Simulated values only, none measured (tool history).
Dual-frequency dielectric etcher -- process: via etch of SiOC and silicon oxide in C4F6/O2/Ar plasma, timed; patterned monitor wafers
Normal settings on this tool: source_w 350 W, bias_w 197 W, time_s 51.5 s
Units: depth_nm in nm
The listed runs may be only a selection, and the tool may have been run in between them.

run   hour  source_w  bias_w  time_s  wafers since the last listed run  hours since the last wet clean  hours since the last source power generator calibration  hours since the last bias power generator calibration  hours since the last upper electrode change  hours since the gauge calibration  read-back reference wafer on the same gauge, depth_nm  depth_nm
  1    0.0       350     197    51.5                                 0                           228.9                                                   3840.3                                                 2370.9                                       4849.8                              227.3                                                   59.3      59.2
  2   35.4       350     197    51.5                               487                           264.3                                                   3875.7                                                 2406.3                                       4885.2                              262.7                                                   59.4      60.2
  3   59.4       350     197    51.5                               330                           288.3                                                   3899.7                                                 2430.3                                       4909.2                              286.7                                                   59.3      60.1
  4   92.3       350     234    51.5                               453                           321.2                                                   3932.6                                                 2463.2                                       4942.1                              319.6                                                   59.1      65.4
  5  105.1       350     234    51.5                               176                           334.0                                                   3945.4                                                 2476.0                                       4954.9                              332.4                                                   59.3      65.6
  6  129.2       350     234    51.5                               332                           358.1                                                   3969.5                                                 2500.1                                       4979.0                              356.5                                                   59.3      65.1
  7  160.5       320     197    46.5                               431                           389.4                                                   4000.8                                                 2531.4                                       5010.3                              387.8                                                   59.2      52.6
  8  185.2       320     197    46.5                               340                           414.1                                                   4025.5                                                 2556.1                                       5035.0                              412.5                                                   59.3      52.9
     209.7  -- wet clean of the chamber
  9  216.0       350     197    51.5                                93                             6.3                                                   4056.3                                                 2586.9                                       5065.8                              443.3                                                   59.2      58.7
     240.4  -- upper electrode replaced
 10  247.4       350     197    51.5                               101                            37.7                                                   4087.7                                                 2618.3                                          7.0                              474.7                                                   59.4      58.5
 11  274.2       350     197    51.5                               369                            64.5                                                   4114.5                                                 2645.1                                         33.8                              501.5                                                   59.2      58.3
 12  307.8       300     197    61.5                               463                            98.1                                                   4148.1                                                 2678.7                                         67.4                              535.1                                                   59.3      67.5
 13  324.8       300     197    61.5                               234                           115.1                                                   4165.1                                                 2695.7                                         84.4                              552.1                                                   59.4      67.9
 14  347.1       320     226    45.0                               307                           137.4                                                   4187.4                                                 2718.0                                        106.7                              574.4                                                   59.2      54.6
     348.7  -- gauge calibrated
 15  369.7       350     197    51.5                               311                           160.0                                                   4210.0                                                 2740.6                                        129.3                               21.0                                                   59.4      59.6
 16  394.6       350     239    41.0                               343                           184.9                                                   4234.9                                                 2765.5                                        154.2                               45.9                                                   59.4      52.0
 17  412.9       400     245    46.0                               252                           203.2                                                   4253.2                                                 2783.8                                        172.5                               64.2                                                   59.3      60.7
     428.5  -- bias power generator calibrated
 18  434.8       350     197    51.5                               246                           225.1                                                   4275.1                                                    6.3                                        194.4                               86.1                                                   59.4      59.2
     457.1  -- source power generator calibrated
 19  457.6       350     197    62.5                               259                           247.9                                                      0.5                                                   29.1                                        217.2                              108.9                                                   59.3      72.5
 20  479.6       300     218    64.5                               303                           269.9                                                     22.5                                                   51.1                                        239.2                              130.9                                                   59.4      76.5
 21  498.0       350     197    51.5                               253                           288.3                                                     40.9                                                   69.5                                        257.6                              149.3                                                   59.2      59.5
 22  524.9       320     156    60.5                               370                           315.2                                                     67.8                                                   96.4                                        284.5                              176.2                                                   59.3      60.0
 23  550.9       320     197    46.5                               358                           341.2                                                     93.8                                                  122.4                                        310.5                              202.2                                                   59.5      52.7
 24  571.1       350     197    51.5                               278                           361.4                                                    114.0                                                  142.6                                        330.7                              222.4                                                   59.4      60.5
 25  591.2       320     172    64.0                               277                           381.5                                                    134.1                                                  162.7                                        350.8                              242.5                                                   59.3      68.1
 26  625.0       310     179    47.0                               465                           415.3                                                    167.9                                                  196.5                                        384.6                              276.3                                                   59.5      50.0

Each run again, without the hidden state but with its own random variation kept:
What the log doesn't record here: etch rate over this chamber's usual, %; source power that arrives over what is set, %; bias power that arrives over what is set, %; gauge reads high (%).
run  depth_nm
  1      58.4
  2      59.2
  3      59.0
  4      64.1
  5      64.3
  6      63.7
  7      51.5
  8      51.7
  9      58.7
 10      58.4
 11      58.1
 12      67.1
 13      67.5
 14      54.2
 15      59.1
 16      51.5
 17      60.0
 18      58.5
 19      71.5
 20      75.4
 21      58.7
 22      59.0
 23      51.7
 24      59.3
 25      66.8
 26      48.9
